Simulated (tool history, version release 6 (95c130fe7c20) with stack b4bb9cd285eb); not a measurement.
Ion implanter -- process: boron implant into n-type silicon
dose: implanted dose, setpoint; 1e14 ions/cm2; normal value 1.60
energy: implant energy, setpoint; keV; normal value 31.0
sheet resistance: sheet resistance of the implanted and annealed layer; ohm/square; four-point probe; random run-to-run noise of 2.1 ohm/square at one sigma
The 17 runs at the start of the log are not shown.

run	hour	dose	energy	wafers since the last listed run	hours since the last dose calibration	hours since the extraction supply was calibrated	hours since the gauge calibration	read-back reference wafer on the same gauge, sheet resistance	sheet resistance
18	264.7	1.92	28.0	164	964.6	22.0	225.0	537.05	399.81
19	273.7	1.86	41.0	142	973.6	31.0	234.0	537.00	389.32
20	282.7	1.60	31.0	142	982.6	40.0	243.0	537.18	457.41
21	297.7	1.60	31.0	237	997.6	55.0	258.0	537.92	456.56
22	313.8	2.05	40.5	255	1013.7	71.1	274.1	537.03	362.52
23	329.5	1.15	28.5	249	1029.4	86.8	289.8	537.25	592.57
24	339.9	1.60	31.0	164	1039.8	97.2	300.2	537.56	449.79
25	347.5	2.01	40.5	120	1047.4	104.8	307.8	536.51	370.70
# hour 348.9: gauge calibrated
# hour 358.9: Faraday cup replaced and dose calibrated
26	359.9	1.26	38.5	69	1.0	117.2	11.0	536.50	525.49
27	372.2	1.60	31.0	195	13.3	129.5	23.3	536.93	450.78
28	381.5	1.93	31.0	147	22.6	138.8	32.6	536.36	395.74
29	389.0	1.60	31.0	118	30.1	146.3	40.1	537.08	456.73
30	399.1	2.03	24.0	160	40.2	156.4	50.2	537.00	391.59
31	408.3	2.02	39.0	145	49.4	165.6	59.4	536.81	369.38
32	422.8	1.27	31.0	229	63.9	180.1	73.9	536.98	542.80
33	432.1	1.60	31.0	147	73.2	189.4	83.2	537.69	454.66
34	443.8	1.60	31.0	185	84.9	201.1	94.9	536.78	454.83
35	458.0	1.60	24.0	225	99.1	215.3	109.1	536.95	476.69
36	474.2	1.60	31.0	256	115.3	231.5	125.3	537.16	454.44

Branching from run 36: 5 alternative next runs. What would each branch give?
A	474.6	1.26	31.0	6	115.7	231.9	125.7	?	?
B	474.6	1.60	37.0	6	115.7	231.9	125.7	?	?
C	474.6	1.17	27.5	6	115.7	231.9	125.7	?	?
D	474.6	2.04	41.0	6	115.7	231.9	125.7	?	?
E	474.6	2.04	34.5	6	115.7	231.9	125.7	?	?

run	read-back reference wafer on the same gauge, sheet resistance	sheet resistance
A	536.80	544.85
B	536.80	442.97
C	536.80	587.88
D	536.80	363.32
E	536.80	371.80
The same runs, with their run-to-run variation unchanged, on a tool lacking any hidden condition would have given:
run	sheet resistance
A	544.85
B	442.97
C	587.88
D	363.32
E	371.80
